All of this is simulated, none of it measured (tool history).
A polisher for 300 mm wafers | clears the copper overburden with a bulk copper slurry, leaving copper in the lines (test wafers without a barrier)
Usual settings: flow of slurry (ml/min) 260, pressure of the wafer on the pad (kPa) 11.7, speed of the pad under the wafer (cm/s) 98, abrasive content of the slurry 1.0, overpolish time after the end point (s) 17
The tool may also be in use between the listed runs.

run,hour,flow of slurry (ml/min),pressure of the wafer on the pad (kPa),speed of the pad under the wafer (cm/s),abrasive content of the slurry,overpolish time after the end point (s),"incoming thickness of the incoming film, nm",time until the end point was called (s),dishing of a wide line in a test structure (Å)
1,0.0,260,11.7,98,1.0,17,495.8,83.1,489
# hour 37.6: worn pad replaced by a new one
2,53.0,260,11.7,98,1.0,17,495.7,79.3,500
# hour 134.8: slurry nozzle cleaned
# hour 211.1: slurry blender recalibrated
# hour 261.0: worn pad replaced by a new one
3,263.8,260,11.7,98,1.0,17,495.1,76.4,519
4,324.8,260,11.7,98,1.0,17,499.0,78.8,486
5,365.8,310,11.7,98,1.0,17,501.0,79.5,483
6,434.5,310,11.7,98,1.0,17,495.5,80.3,491
7,491.2,260,11.7,98,1.0,17,503.9,85.7,471
# hour 524.7: worn pad replaced by a new one
# hour 532.0: head pressure recalibrated
8,663.0,260,11.7,98,1.0,17,498.6,85.2,466
# hour 689.9: slurry blender recalibrated
9,730.4,260,11.7,98,1.0,17,494.8,84.2,463
# hour 766.2: worn pad replaced by a new one
10,766.7,260,11.7,98,1.0,17,495.1,76.2,483
# hour 771.1: slurry nozzle cleaned
11,804.3,260,11.7,98,1.0,17,501.3,79.3,500
12,847.3,260,11.7,98,1.0,17,493.8,78.7,498
13,887.3,350,8.3,98,1.0,23,499.9,98.5,494
14,946.9,260,11.7,98,1.0,17,495.7,82.5,484
# hour 990.1: worn pad replaced by a new one
15,1001.1,260,11.7,98,1.0,17,485.7,74.4,491
16,1037.0,320,11.7,98,0.7,17,490.8,80.4,496
17,1070.2,260,11.7,70,1.0,17,486.6,106.2,391
# hour 1078.2: slurry blender recalibrated
18,1100.1,305,11.7,114,1.0,13,495.1,65.8,465
19,1125.2,305,7.6,70,1.0,17,501.4,151.8,300

Run 20 comes next. What will it give?
20,1150.6,220,11.7,98,1.0,14,498.1,?,?

time until the end point was called (s): 81.6
dishing of a wide line in a test structure (Å): 428
Without the tool's hidden state the same run would have given time until the end point was called (s) 76.5, dishing of a wide line in a test structure (Å) 447.
